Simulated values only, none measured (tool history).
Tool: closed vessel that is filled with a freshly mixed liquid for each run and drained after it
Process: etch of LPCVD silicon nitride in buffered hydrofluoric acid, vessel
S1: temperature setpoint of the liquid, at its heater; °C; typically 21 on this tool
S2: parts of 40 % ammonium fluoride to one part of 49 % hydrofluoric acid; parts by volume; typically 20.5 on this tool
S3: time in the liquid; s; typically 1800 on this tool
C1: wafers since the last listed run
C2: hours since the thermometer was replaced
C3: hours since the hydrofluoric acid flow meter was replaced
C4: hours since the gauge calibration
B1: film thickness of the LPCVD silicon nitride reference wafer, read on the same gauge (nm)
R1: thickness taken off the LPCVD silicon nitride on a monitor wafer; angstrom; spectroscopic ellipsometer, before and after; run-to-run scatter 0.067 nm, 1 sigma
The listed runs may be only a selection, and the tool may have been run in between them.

run,hour,S1,S2,S3,C1,C2,C3,C4,B1,R1
1,0,21,20.5,1800,0,160.4,380.1,421.5,80,101
2,68.4,21,20.5,1800,1961,228.8,448.5,489.9,80,102.1
3,133,21,20.5,1800,1852,293.4,513.1,554.5,79.98,101.8
4,170.1,21,20.5,1800,1063,330.5,550.2,591.6,79.98,102
5,209.2,21,20.5,1800,1121,369.6,589.3,630.7,80.02,103
6,255.4,21,16.5,1140,1324,415.8,635.5,676.9,80,79.4
7,313.6,21,16.5,1140,1668,474,693.7,735.1,80.04,78.8
8,362.5,23,20.5,1800,1402,522.9,742.6,784,80.01,113.9
# hour 431.2: thermometer replaced
9,431.7,23,20.5,1800,1955,0.5,811.8,853.2,80,114.6
10,493.6,21,20.5,1315,1774,62.4,873.7,915.1,80.01,75
11,549.9,21,20.5,1800,1614,118.7,930,971.4,80.01,102.2
12,587.2,21,20.5,1800,1069,156,967.3,1008.7,79.97,102.4
13,614.6,24.5,14.5,910,785,183.4,994.7,1036.1,80.02,87.9
14,654.5,19.5,17,1800,1144,223.3,1034.6,1076,80.01,112.4
15,716.9,21,20.5,1800,1789,285.7,1097,1138.4,80.02,101.7
16,751.1,24,26.5,1800,980,319.9,1131.2,1172.6,79.98,101.4
17,783.7,21,20.5,1800,934,352.5,1163.8,1205.2,80,100.7
18,808.6,24,12.5,2080,713,377.4,1188.7,1230.1,80.02,224.5
19,866.4,21,16.5,1800,1657,435.2,1246.5,1287.9,80.03,126.2
# hour 994.6: thermometer replaced
# hour 1011.6: hydrofluoric acid flow meter replaced
20,1048,21,27.5,2230,5149,53.4,36.4,1469.5,80,104.2
21,1109.9,22.5,20.5,2260,1774,115.3,98.3,1531.4,80.02,139.7
# hour 1158.2: gauge calibrated
22,1165.3,24,12.5,2080,1588,170.7,153.7,7.1,80,225.4
23,1190,17.5,20.5,1800,708,195.4,178.4,31.8,80,83.4
24,1401.4,21,20.5,1800,6061,406.8,389.8,243.2,79.98,102.8
25,1459.4,21,20.5,1800,1663,464.8,447.8,301.2,79.98,101.8
26,1494.1,21,16.5,2655,994,499.5,482.5,335.9,80,186.4
27,1525,21,13,2075,886,530.4,513.4,366.8,79.98,182.4
28,1550.5,21,18,2215,731,555.9,538.9,392.3,80.01,143.6
# hour 1601.7: thermometer replaced
29,1609.5,21,26.5,2455,1663,7.8,597.9,451.3,80.02,114.9
30,1643.9,18.5,15.5,1400,986,42.2,632.3,485.7,80,90.8
31,1700.5,21,15.5,1075,1622,98.8,688.9,542.3,80,80.1

Describe how what the log doesn't record of the tool's condition differs between the last listed run preceding each entry between runs and the first listed run following it.
After run 8, before run 9: thermometer replaced (hour 431.2)
  no difference in the tool's unlogged condition between these two runs
After run 19, before run 20: thermometer replaced (hour 994.6); hydrofluoric acid flow meter replaced (hour 1011.6)
  no difference in the tool's unlogged condition between these two runs
After run 21, before run 22: gauge calibrated (hour 1158.2)
  no difference in the tool's unlogged condition between these two runs
After run 28, before run 29: thermometer replaced (hour 1601.7)
  no difference in the tool's unlogged condition between these two runs

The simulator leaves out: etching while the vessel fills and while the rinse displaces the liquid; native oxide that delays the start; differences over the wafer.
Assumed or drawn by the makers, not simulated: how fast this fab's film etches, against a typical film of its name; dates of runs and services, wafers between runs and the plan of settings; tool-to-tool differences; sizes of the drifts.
